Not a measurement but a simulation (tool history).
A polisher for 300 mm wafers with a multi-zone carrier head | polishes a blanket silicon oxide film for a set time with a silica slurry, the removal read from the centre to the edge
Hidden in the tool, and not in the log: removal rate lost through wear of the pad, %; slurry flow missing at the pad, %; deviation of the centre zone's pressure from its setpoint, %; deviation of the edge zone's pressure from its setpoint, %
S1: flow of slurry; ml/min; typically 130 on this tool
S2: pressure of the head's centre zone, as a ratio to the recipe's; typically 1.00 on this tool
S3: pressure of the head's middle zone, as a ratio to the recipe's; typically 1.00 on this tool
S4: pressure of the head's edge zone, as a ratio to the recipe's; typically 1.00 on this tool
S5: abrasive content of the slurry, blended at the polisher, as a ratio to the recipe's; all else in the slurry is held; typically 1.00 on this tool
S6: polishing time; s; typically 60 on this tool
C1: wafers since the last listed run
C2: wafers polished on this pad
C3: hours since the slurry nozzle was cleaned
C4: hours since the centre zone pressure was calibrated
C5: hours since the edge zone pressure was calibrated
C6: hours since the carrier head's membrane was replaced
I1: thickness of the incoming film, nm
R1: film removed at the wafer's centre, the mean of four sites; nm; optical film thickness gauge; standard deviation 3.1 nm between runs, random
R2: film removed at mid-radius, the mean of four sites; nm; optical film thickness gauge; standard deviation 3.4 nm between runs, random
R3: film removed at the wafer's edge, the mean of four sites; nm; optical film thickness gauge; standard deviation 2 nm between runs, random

run	hour	S1	S2	S3	S4	S5	S6	C1	C2	C3	C4	C5	C6	I1	R1	R2	R3
1	0.0	130	1.10	1.00	1.00	1.00	60	0	309	19.3	666.8	23.9	57.9	1278.5	257.0	234.0	236.6
2	14.1	130	1.00	1.00	1.00	1.00	60	73	382	33.4	680.9	38.0	72.0	1310.1	238.7	234.8	237.1
# hour 20.3: centre zone pressure recalibrated
3	20.8	145	1.00	1.00	1.00	1.00	60	24	406	40.1	0.5	44.7	78.7	1298.4	235.1	235.7	241.1
4	38.1	130	0.91	0.91	1.00	0.85	60	89	496	57.4	17.8	62.0	96.0	1282.6	199.5	205.4	222.0
5	51.6	130	0.93	1.11	1.11	1.00	66	70	566	70.9	31.3	75.5	109.5	1296.1	242.7	282.0	274.4
# hour 62.7: worn pad replaced by a new one
6	67.9	130	1.00	1.09	0.92	1.00	60	63	27	87.2	47.6	91.8	125.8	1312.9	236.4	248.1	224.5
7	81.7	130	1.00	1.00	1.00	1.00	60	71	98	101.0	61.4	105.6	139.6	1288.9	233.9	231.1	234.9
8	95.5	130	1.08	1.00	1.00	1.00	60	71	170	114.8	75.2	119.4	153.4	1293.7	253.5	231.2	236.6
9	106.5	130	1.05	1.00	1.00	1.00	67	57	227	125.8	86.2	130.4	164.4	1305.7	272.4	252.0	257.9
10	113.6	130	1.00	0.90	0.88	1.15	60	36	264	132.9	93.3	137.5	171.5	1318.7	239.0	216.1	233.1
11	127.8	130	1.00	1.00	1.00	1.00	60	73	337	147.1	107.5	151.7	185.7	1311.8	229.7	226.9	237.7
12	144.3	130	1.00	1.00	0.91	1.00	60	85	423	163.6	124.0	168.2	202.2	1310.5	226.1	232.9	222.2
13	155.5	130	1.00	1.00	1.00	1.00	60	58	481	174.8	135.2	179.4	213.4	1293.2	224.3	226.5	232.6
14	164.1	130	1.00	1.00	1.00	1.00	60	44	526	183.4	143.8	188.0	222.0	1313.8	228.2	228.6	236.8
15	177.3	130	1.00	0.96	1.00	1.10	60	68	594	196.6	157.0	201.2	235.2	1312.4	236.1	225.7	238.6
16	193.9	130	1.00	1.00	1.00	1.10	60	86	680	213.2	173.6	217.8	251.8	1311.8	231.2	234.6	241.0
17	207.8	150	1.00	1.00	1.00	0.85	52	72	752	227.1	187.5	231.7	265.7	1305.1	192.4	190.8	195.2
18	224.6	165	1.00	1.05	1.00	1.25	60	87	840	243.9	204.3	248.5	282.5	1301.2	258.2	268.4	254.3
# hour 232.1: worn pad replaced by a new one
19	236.4	130	1.00	1.00	0.96	1.00	45	40	22	255.7	216.1	260.3	294.3	1275.6	170.9	171.6	169.7
20	247.0	130	1.00	1.00	1.00	1.00	60	55	77	266.3	226.7	270.9	304.9	1314.3	228.1	227.3	229.7
21	299.3	130	1.00	1.00	1.00	1.00	60	271	348	318.6	279.0	323.2	357.2	1324.7	223.6	216.3	232.4

For each entry between runs, how does the tool's hidden state at the last listed run before it compare with that at the first listed run after it?
Runs 2 to 3: centre zone pressure recalibrated (hour 20.3)
  slurry flow missing at the pad, %: 6.26 -> 7.06
  measured value less the no-hidden-state value, R1: -3.2 -> -3.3 nm; R2: -2.8 -> -2.9 nm; R3: -1.9 -> -2.2 nm
Runs 5 to 6: worn pad replaced by a new one (hour 62.7)
  slurry flow missing at the pad, %: 10.4 -> 12
  measured value less the no-hidden-state value, R1: -5.7 -> -6.5 nm; R2: -5.8 -> -6.0 nm; R3: -4.0 -> -3.8 nm
Runs 18 to 19: worn pad replaced by a new one (hour 232.1)
  slurry flow missing at the pad, %: 22.6 -> 23.1
  measured value less the no-hidden-state value, R1: -12.2 -> -10.2 nm; R2: -11.2 -> -9.0 nm; R3: -7.6 -> -6.1 nm

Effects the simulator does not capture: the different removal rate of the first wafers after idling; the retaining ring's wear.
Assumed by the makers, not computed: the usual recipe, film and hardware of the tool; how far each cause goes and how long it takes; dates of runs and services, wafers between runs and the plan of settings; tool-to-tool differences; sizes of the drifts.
